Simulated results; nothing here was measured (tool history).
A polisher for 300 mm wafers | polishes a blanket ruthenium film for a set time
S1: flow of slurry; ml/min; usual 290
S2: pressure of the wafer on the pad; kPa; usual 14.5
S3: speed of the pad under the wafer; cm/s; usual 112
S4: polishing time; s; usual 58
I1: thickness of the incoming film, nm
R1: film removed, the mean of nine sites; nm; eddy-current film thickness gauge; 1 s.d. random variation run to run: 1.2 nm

| run | day | S1 | S2 | S3 | S4 | I1 | R1 |
|---|---|---|---|---|---|---|---|
| 1 | 0.000 | 290 | 15.2 | 112 | 58 | 291.9 | 77.0 |
|  | 0.183 | worn pad replaced by a new one |
| 2 | 1.475 | 290 | 15.2 | 112 | 58 | 292.4 | 79.1 |
| 3 | 2.567 | 255 | 14.5 | 112 | 58 | 294.6 | 71.8 |
| 4 | 3.588 | 290 | 14.5 | 112 | 58 | 295.2 | 73.8 |
|  | 4.350 | slurry nozzle cleaned |
| 5 | 4.788 | 290 | 14.5 | 112 | 58 | 291.6 | 78.4 |
|  | 5.825 | worn pad replaced by a new one |
| 6 | 6.088 | 290 | 14.5 | 112 | 58 | 293.4 | 78.1 |
| 7 | 7.275 | 290 | 14.5 | 112 | 58 | 295.4 | 79.0 |
| 8 | 7.883 | 290 | 14.5 | 112 | 68 | 291.7 | 90.0 |
|  | 8.658 | head pressure recalibrated |
| 9 | 8.754 | 290 | 14.5 | 90 | 58 | 291.5 | 61.7 |
| 10 | 9.658 | 290 | 14.5 | 90 | 58 | 295.2 | 61.5 |
| 11 | 11.062 | 290 | 14.5 | 112 | 58 | 291.6 | 75.7 |
|  | 11.558 | worn pad replaced by a new one |
| 12 | 12.208 | 290 | 14.5 | 112 | 58 | 293.8 | 74.5 |
| 13 | 12.738 | 225 | 14.5 | 148 | 58 | 291.1 | 94.7 |
| 14 | 13.862 | 315 | 11.0 | 98 | 40 | 286.0 | 34.7 |
| 15 | 14.996 | 385 | 17.9 | 148 | 58 | 286.5 | 124.5 |
|  | 16.446 | slurry nozzle cleaned |
|  | 17.104 | worn pad replaced by a new one |
| 16 | 17.646 | 245 | 10.3 | 94 | 58 | 294.6 | 46.0 |
| 17 | 19.033 | 290 | 14.5 | 112 | 58 | 291.0 | 76.9 |
| 18 | 19.654 | 255 | 11.7 | 150 | 58 | 286.4 | 82.5 |
| 19 | 20.567 | 380 | 17.2 | 150 | 58 | 285.3 | 127.6 |
| 20 | 21.229 | 205 | 14.5 | 128 | 58 | 291.6 | 81.7 |
| 21 | 22.292 | 210 | 15.9 | 112 | 67 | 292.1 | 89.9 |
|  | 23.092 | worn pad replaced by a new one |
| 22 | 23.388 | 290 | 14.5 | 112 | 58 | 291.0 | 74.6 |
| 23 | 24.767 | 240 | 14.5 | 112 | 45 | 289.2 | 55.9 |
| 24 | 26.221 | 215 | 14.5 | 112 | 58 | 285.0 | 69.6 |

3 options for the next run, each taken on its own from the tool as it stands now. Forecast them:
| A | 26.238 | 290 | 11.7 | 112 | 58 | 288.7 | ? |
| B | 26.238 | 290 | 14.5 | 112 | 46 | 288.7 | ? |
| C | 26.238 | 290 | 11.7 | 112 | 50 | 288.7 | ? |

| run | R1 |
|---|---|
| A | 60.8 |
| B | 59.5 |
| C | 52.4 |
Had the tool no hidden state, the same runs would have come out as:
| run | R1 |
|---|---|
| A | 65.2 |
| B | 63.9 |
| C | 56.2 |
